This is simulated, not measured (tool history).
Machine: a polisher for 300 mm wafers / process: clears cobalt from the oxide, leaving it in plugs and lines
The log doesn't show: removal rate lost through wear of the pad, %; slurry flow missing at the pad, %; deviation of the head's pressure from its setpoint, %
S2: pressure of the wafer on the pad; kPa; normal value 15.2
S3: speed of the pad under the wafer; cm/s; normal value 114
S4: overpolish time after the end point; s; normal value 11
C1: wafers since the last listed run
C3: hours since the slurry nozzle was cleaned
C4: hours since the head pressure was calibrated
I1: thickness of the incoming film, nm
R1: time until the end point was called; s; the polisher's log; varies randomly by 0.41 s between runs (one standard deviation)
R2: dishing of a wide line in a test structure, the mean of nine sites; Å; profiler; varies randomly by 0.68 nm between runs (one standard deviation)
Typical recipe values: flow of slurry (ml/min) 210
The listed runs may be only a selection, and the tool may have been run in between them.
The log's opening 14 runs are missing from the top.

At hour 983.1: worn pad replaced by a new one.
Run 15, hour 1051.9: usual settings but flow of slurry (ml/min) 180, S2 20.7 kPa, S3 142 cm/s, S4 16 s; C1 718; wafers polished on this pad 673; C3 192.4; C4 798.6; I1 277.7. Result: R1 29.8 s, R2 510 Å.
Run 16, hour 1105.7: usual settings but S3 90 cm/s, S4 6 s; C1 526; wafers polished on this pad 1199; C3 246.2; C4 852.4; I1 275.4. Result: R1 60.7 s, R2 209 Å.
Run 17, hour 1194.5: usual settings; C1 868; wafers polished on this pad 2068; C3 335; C4 941.2; I1 284. Result: R1 49.4 s, R2 367 Å.
Run 18, hour 1273.6: usual settings but flow of slurry (ml/min) 260, S2 18.6 kPa; C1 773; wafers polished on this pad 2842; C3 414.1; C4 1020.3; I1 277.9. Result: R1 39.4 s, R2 402 Å.
Run 19, hour 1332.1: usual settings but S3 138 cm/s; C1 572; wafers polished on this pad 3415; C3 472.6; C4 1078.8; I1 275.8. Result: R1 39.9 s, R2 398 Å.
Run 20, hour 1426.9: usual settings but S2 19.3 kPa, S3 84 cm/s; C1 927; wafers polished on this pad 4342; C3 567.4; C4 1173.6; I1 283.4. Result: R1 54.7 s, R2 330 Å.
Run 21, hour 1513: usual settings but S3 100 cm/s, S4 17 s; C1 842; wafers polished on this pad 5185; C3 653.5; C4 1259.7; I1 280.4. Result: R1 57.4 s, R2 404 Å.
Run 22, hour 1561.9: usual settings but flow of slurry (ml/min) 160, S2 11 kPa, S4 9 s; C1 478; wafers polished on this pad 5663; C3 702.4; C4 1308.6; I1 278.5. Result: R1 70.6 s, R2 250 Å.
Run 23, hour 1660.2: usual settings but flow of slurry (ml/min) 240, S2 9.7 kPa, S3 92 cm/s, S4 14 s; C1 961; wafers polished on this pad 6625; C3 800.7; C4 1406.9; I1 283.4. Result: R1 94.3 s, R2 284 Å.
Run 24, hour 1721: usual settings but flow of slurry (ml/min) 155; C1 594; wafers polished on this pad 7220; C3 861.5; C4 1467.7; I1 278.1. Result: R1 54.2 s, R2 353 Å.
At hour 1736.5: slurry nozzle cleaned.
At hour 1772.9: worn pad replaced by a new one.
Run 25, hour 1799.8: usual settings but flow of slurry (ml/min) 145, S2 20.7 kPa, S3 88 cm/s, S4 13 s; C1 722; wafers polished on this pad 263; C3 63.3; C4 1546.5; I1 280.7. Result: R1 51.3 s, R2 388 Å.
At hour 1824.4: head pressure recalibrated.
Run 26, hour 1886.1: usual settings but flow of slurry (ml/min) 235, S2 16.5 kPa; C1 824; wafers polished on this pad 1088; C3 149.6; C4 61.7; I1 278.8. Result: R1 44.5 s, R2 382 Å.
Run 27, hour 2140.1: usual settings but flow of slurry (ml/min) 150, S2 20 kPa, S4 6 s; C1 2485; wafers polished on this pad 3573; C3 403.6; C4 315.7; I1 281.6. Result: R1 41 s, R2 270 Å.
Run 28, hour 2226.9: usual settings but S3 148 cm/s; C1 849; wafers polished on this pad 4422; C3 490.4; C4 402.5; I1 276.4. Result: R1 38.1 s, R2 405 Å.
Run 29, hour 2417.5: usual settings but S2 12.4 kPa; C1 1864; wafers polished on this pad 6287; C3 681; C4 593.1; I1 279. Result: R1 60.6 s, R2 299 Å.
Run 30, hour 2523.3: usual settings; C1 1035; wafers polished on this pad 7322; C3 786.8; C4 698.9; I1 280.4. Result: R1 52 s, R2 342 Å.
At hour 2563.9: slurry nozzle cleaned.
At hour 2580.1: worn pad replaced by a new one.
Run 31, hour 2585.2: usual settings but S2 16.5 kPa, S4 4 s; C1 556; wafers polished on this pad 49; C3 21.3; C4 760.8; I1 283.3. Result: R1 46.3 s, R2 182 Å.
Run 32, hour 2667.9: usual settings but S2 18.6 kPa, S4 8 s; C1 809; wafers polished on this pad 858; C3 104; C4 843.5; I1 281.4. Result: R1 41.1 s, R2 322 Å.
Run 33, hour 2717.1: usual settings but S4 18 s; C1 481; wafers polished on this pad 1340; C3 153.2; C4 892.7; I1 286. Result: R1 50 s, R2 445 Å.
Run 34, hour 2797.3: usual settings; C1 784; wafers polished on this pad 2125; C3 233.4; C4 972.9; I1 277.8. Result: R1 48.8 s, R2 347 Å.
Run 35, hour 2837.8: usual settings but S2 11.7 kPa, S4 8 s; C1 396; wafers polished on this pad 2521; C3 273.9; C4 1013.4; I1 279.8. Result: R1 62.1 s, R2 240 Å.

Alternative continuations, all from the tool just after run 35; predict every row:
Run A, hour 2838.2: usual settings; C1 3; wafers polished on this pad 2525; C3 274.3; C4 1013.8; I1 282.8. Result: R1 ?, R2 ?.
Run B, hour 2838.2: usual settings but flow of slurry (ml/min) 170, S2 11.7 kPa, S3 152 cm/s; C1 3; wafers polished on this pad 2525; C3 274.3; C4 1013.8; I1 282.8. Result: R1 ?, R2 ?.
Run C, hour 2838.2: usual settings but flow of slurry (ml/min) 255, S2 9.7 kPa; C1 3; wafers polished on this pad 2525; C3 274.3; C4 1013.8; I1 282.8. Result: R1 ?, R2 ?.

run    R1   R2
  A  50.1  362
  B  48.9  367
  C    73  285
The same runs, with their run-to-run variation unchanged, on a tool lacking any hidden condition would have given:
run    R1   R2
  A  49.1  366
  B  47.9  371
  C  71.5  289
